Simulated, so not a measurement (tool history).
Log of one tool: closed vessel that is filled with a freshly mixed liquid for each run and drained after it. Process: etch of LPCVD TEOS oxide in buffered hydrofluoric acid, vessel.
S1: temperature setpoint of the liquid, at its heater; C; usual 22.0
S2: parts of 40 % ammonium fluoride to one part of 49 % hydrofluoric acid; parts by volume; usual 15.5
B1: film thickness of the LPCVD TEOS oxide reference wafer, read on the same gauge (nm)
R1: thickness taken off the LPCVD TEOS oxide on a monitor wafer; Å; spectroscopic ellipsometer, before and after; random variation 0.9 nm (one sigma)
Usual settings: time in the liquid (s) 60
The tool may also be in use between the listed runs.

run 1 hour=0.0 | S1=22.0 S2=15.5 time_in_the_liquid_(s)=60 | B1=140.01 | R1=925.3
run 2 hour=83.6 | S1=22.0 S2=15.5 time_in_the_liquid_(s)=60 | B1=139.98 | R1=925.9
run 3 hour=160.6 | S1=24.0 S2=15.5 time_in_the_liquid_(s)=60 | B1=139.99 | R1=1033.6
run 4 hour=205.3 | S1=22.0 S2=15.5 time_in_the_liquid_(s)=80 | B1=139.98 | R1=1239.2
run 5 hour=271.2 | S1=22.0 S2=12.5 time_in_the_liquid_(s)=60 | B1=139.99 | R1=1133.0
run 6 hour=342.7 | S1=22.0 S2=12.5 time_in_the_liquid_(s)=60 | B1=139.99 | R1=1131.3
run 7 hour=513.1 | S1=22.0 S2=12.5 time_in_the_liquid_(s)=60 | B1=140.00 | R1=1129.2
run 8 hour=582.0 | S1=17.5 S2=20.0 time_in_the_liquid_(s)=60 | B1=139.99 | R1=545.3
-- hour=610.3 hydrofluoric acid flow meter replaced
run 9 hour=668.5 | S1=22.0 S2=15.5 time_in_the_liquid_(s)=80 | B1=140.01 | R1=1218.7
run 10 hour=760.3 | S1=22.0 S2=15.5 time_in_the_liquid_(s)=95 | B1=140.00 | R1=1440.1
-- hour=1010.4 thermometer replaced
-- hour=1018.8 gauge calibrated
run 11 hour=1044.2 | S1=26.5 S2=12.0 time_in_the_liquid_(s)=60 | B1=140.01 | R1=1667.4

The next listed run, before its measurement:
run 12 hour=1099.4 | S1=25.5 S2=17.5 time_in_the_liquid_(s)=45 | B1=? | R1=?

B1: 140.02
R1: 800.4 Å
Without the tool's hidden state the same run would have given R1 812.6 Å.
